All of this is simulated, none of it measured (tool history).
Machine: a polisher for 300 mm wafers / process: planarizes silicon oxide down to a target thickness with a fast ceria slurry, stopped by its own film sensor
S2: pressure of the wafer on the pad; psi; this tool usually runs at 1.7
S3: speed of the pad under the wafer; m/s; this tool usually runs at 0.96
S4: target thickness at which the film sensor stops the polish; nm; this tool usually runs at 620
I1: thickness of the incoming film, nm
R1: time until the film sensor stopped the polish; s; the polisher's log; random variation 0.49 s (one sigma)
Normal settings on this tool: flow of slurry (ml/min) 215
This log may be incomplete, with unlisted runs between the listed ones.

run 1 day=0 | flow_of_slurry_(ml/min)=215 S2=1.7 S3=0.96 S4=686 | I1=1016.2 | R1=32.7
run 2 day=1.442 | flow_of_slurry_(ml/min)=215 S2=1.7 S3=0.96 S4=620 | I1=1016.8 | R1=41
run 3 day=2.438 | flow_of_slurry_(ml/min)=215 S2=1.7 S3=0.96 S4=620 | I1=1017.9 | R1=41
run 4 day=3.7 | flow_of_slurry_(ml/min)=215 S2=1.7 S3=0.96 S4=620 | I1=1004.5 | R1=39.6
run 5 day=4.958 | flow_of_slurry_(ml/min)=215 S2=1.7 S3=0.96 S4=620 | I1=1010.1 | R1=39.9
run 6 day=6.192 | flow_of_slurry_(ml/min)=215 S2=1.7 S3=0.96 S4=620 | I1=1014.4 | R1=41.5
run 7 day=7.558 | flow_of_slurry_(ml/min)=215 S2=1.7 S3=0.96 S4=620 | I1=995.2 | R1=40.7
run 8 day=11.758 | flow_of_slurry_(ml/min)=215 S2=1.7 S3=0.96 S4=620 | I1=1020.2 | R1=40.1
run 9 day=12.346 | flow_of_slurry_(ml/min)=215 S2=1.7 S3=0.84 S4=620 | I1=1000.6 | R1=42.7
run 10 day=16.75 | flow_of_slurry_(ml/min)=215 S2=1.7 S3=0.84 S4=620 | I1=990.5 | R1=42.8
run 11 day=17.912 | flow_of_slurry_(ml/min)=215 S2=1.7 S3=0.96 S4=525 | I1=1021.6 | R1=50.9
run 12 day=20.683 | flow_of_slurry_(ml/min)=170 S2=1.7 S3=0.96 S4=620 | I1=1027.3 | R1=41.3
run 13 day=21.808 | flow_of_slurry_(ml/min)=215 S2=1.7 S3=0.96 S4=620 | I1=1027.6 | R1=41.8
run 14 day=22.525 | flow_of_slurry_(ml/min)=165 S2=1.1 S3=0.72 S4=558 | I1=1025.8 | R1=91.4
run 15 day=23.962 | flow_of_slurry_(ml/min)=250 S2=1.7 S3=1.1 S4=717 | I1=987.6 | R1=23.5
run 16 day=24.933 | flow_of_slurry_(ml/min)=215 S2=1.7 S3=0.66 S4=666 | I1=1012.5 | R1=47.1
run 17 day=26.071 | flow_of_slurry_(ml/min)=215 S2=1.7 S3=0.96 S4=620 | I1=1000.1 | R1=39.1
run 18 day=27.046 | flow_of_slurry_(ml/min)=240 S2=1.3 S3=0.96 S4=620 | I1=1009.6 | R1=48.8
run 19 day=27.862 | flow_of_slurry_(ml/min)=185 S2=1.5 S3=1.1 S4=620 | I1=1025.1 | R1=42.9
run 20 day=29.229 | flow_of_slurry_(ml/min)=215 S2=1.7 S3=0.7 S4=620 | I1=1003.1 | R1=51.9
run 21 day=30.038 | flow_of_slurry_(ml/min)=215 S2=1.7 S3=0.96 S4=713 | I1=1008.4 | R1=31
run 22 day=30.892 | flow_of_slurry_(ml/min)=215 S2=1.9 S3=0.96 S4=620 | I1=1026.5 | R1=38.7
run 23 day=32.242 | flow_of_slurry_(ml/min)=215 S2=1.7 S3=0.96 S4=620 | I1=1017.4 | R1=42.3
run 24 day=33.475 | flow_of_slurry_(ml/min)=215 S2=1.7 S3=0.66 S4=620 | I1=1005.1 | R1=56.1

Not shown here: 9 entries made in the log between runs. Locate each between two listed runs and compare the hidden state at the listed run before it with the hidden state at the listed run after it:
Between runs 1 and 2: worn pad replaced by a new one (day 0.779)
  slurry flow missing at the pad, %: 19.2 -> 23.7
  measured less the result without the state, R1: +0.8 -> +1.3 s
Between runs 6 and 7: worn pad replaced by a new one (day 7.221)
  slurry flow missing at the pad, %: 38.5 -> 42.8
  measured less the result without the state, R1: +2.5 -> +2.8 s
Between runs 7 and 8: slurry nozzle cleaned (day 8.458)
  slurry flow missing at the pad, %: 42.8 -> 11.2
  measured less the result without the state, R1: +2.8 -> +0.6 s
Between runs 9 and 10: worn pad replaced by a new one (day 13.375)
  slurry flow missing at the pad, %: 13 -> 26.8
  measured less the result without the state, R1: +0.7 -> +1.6 s
Between runs 11 and 12: worn pad replaced by a new one (day 19.967); slurry nozzle cleaned (day 20.5)
  slurry flow missing at the pad, %: 30.4 -> 2.24
  measured less the result without the state, R1: +2.2 -> +0.2 s
Between runs 12 and 13: head pressure recalibrated (day 21.788)
  slurry flow missing at the pad, %: 2.24 -> 5.75
  measured less the result without the state, R1: +0.2 -> +0.3 s
Between runs 17 and 18: worn pad replaced by a new one (day 26.271)
  slurry flow missing at the pad, %: 19.1 -> 22.1
  measured less the result without the state, R1: +1 -> +1.3 s
Between runs 22 and 23: worn pad replaced by a new one (day 32.221)
  slurry flow missing at the pad, %: 34.1 -> 38.3
  measured less the result without the state, R1: +1.9 -> +2.5 s
